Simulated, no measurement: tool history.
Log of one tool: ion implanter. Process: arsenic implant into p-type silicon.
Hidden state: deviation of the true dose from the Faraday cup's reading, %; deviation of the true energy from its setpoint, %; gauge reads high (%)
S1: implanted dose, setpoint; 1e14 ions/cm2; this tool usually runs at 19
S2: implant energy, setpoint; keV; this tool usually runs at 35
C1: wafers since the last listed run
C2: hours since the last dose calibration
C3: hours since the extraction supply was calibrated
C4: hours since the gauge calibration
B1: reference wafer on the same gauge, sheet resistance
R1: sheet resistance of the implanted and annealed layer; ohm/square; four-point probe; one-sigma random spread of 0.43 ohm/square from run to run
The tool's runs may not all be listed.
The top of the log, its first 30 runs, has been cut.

run 31 hour=662 | S1=19 S2=35 | C1=166 C2=389.9 C3=230.2 C4=68.2 | B1=89.27 | R1=77.34
run 32 hour=690.1 | S1=22.42 S2=23.5 | C1=262 C2=418 C3=258.3 C4=96.3 | B1=89.31 | R1=83.52
run 33 hour=709.9 | S1=19 S2=35 | C1=184 C2=437.8 C3=278.1 C4=116.1 | B1=89.31 | R1=76.82
run 34 hour=731.3 | S1=13.7 S2=27.5 | C1=199 C2=459.2 C3=299.5 C4=137.5 | B1=89.23 | R1=94.9
run 35 hour=756.3 | S1=23.43 S2=35 | C1=233 C2=484.2 C3=324.5 C4=162.5 | B1=89.56 | R1=71.37
run 36 hour=776.5 | S1=22.04 S2=35 | C1=188 C2=504.4 C3=344.7 C4=182.7 | B1=89.24 | R1=73.12
run 37 hour=812.3 | S1=16.91 S2=35 | C1=333 C2=540.2 C3=380.5 C4=218.5 | B1=89.07 | R1=81.53
run 38 hour=830.4 | S1=24.07 S2=39.5 | C1=168 C2=558.3 C3=398.6 C4=236.6 | B1=89.21 | R1=67.81

4 ways to go on from here, each from the tool as it stands after run 38. What would each give?
run A hour=830.8 | S1=19 S2=28 | C1=3 C2=558.7 C3=399 C4=237 | B1=? | R1=?
run B hour=830.8 | S1=19 S2=23.5 | C1=3 C2=558.7 C3=399 C4=237 | B1=? | R1=?
run C hour=830.8 | S1=22.62 S2=42 | C1=3 C2=558.7 C3=399 C4=237 | B1=? | R1=?
run D hour=830.8 | S1=23.56 S2=35 | C1=3 C2=558.7 C3=399 C4=237 | B1=? | R1=?

run=A B1=89.16 R1=82.75
run=B B1=89.16 R1=86.88
run=C B1=89.16 R1=68
run=D B1=89.16 R1=71.76
What these runs would have given with no unlogged condition in the tool:
run=A R1=82.75
run=B R1=86.88
run=C R1=68
run=D R1=71.76
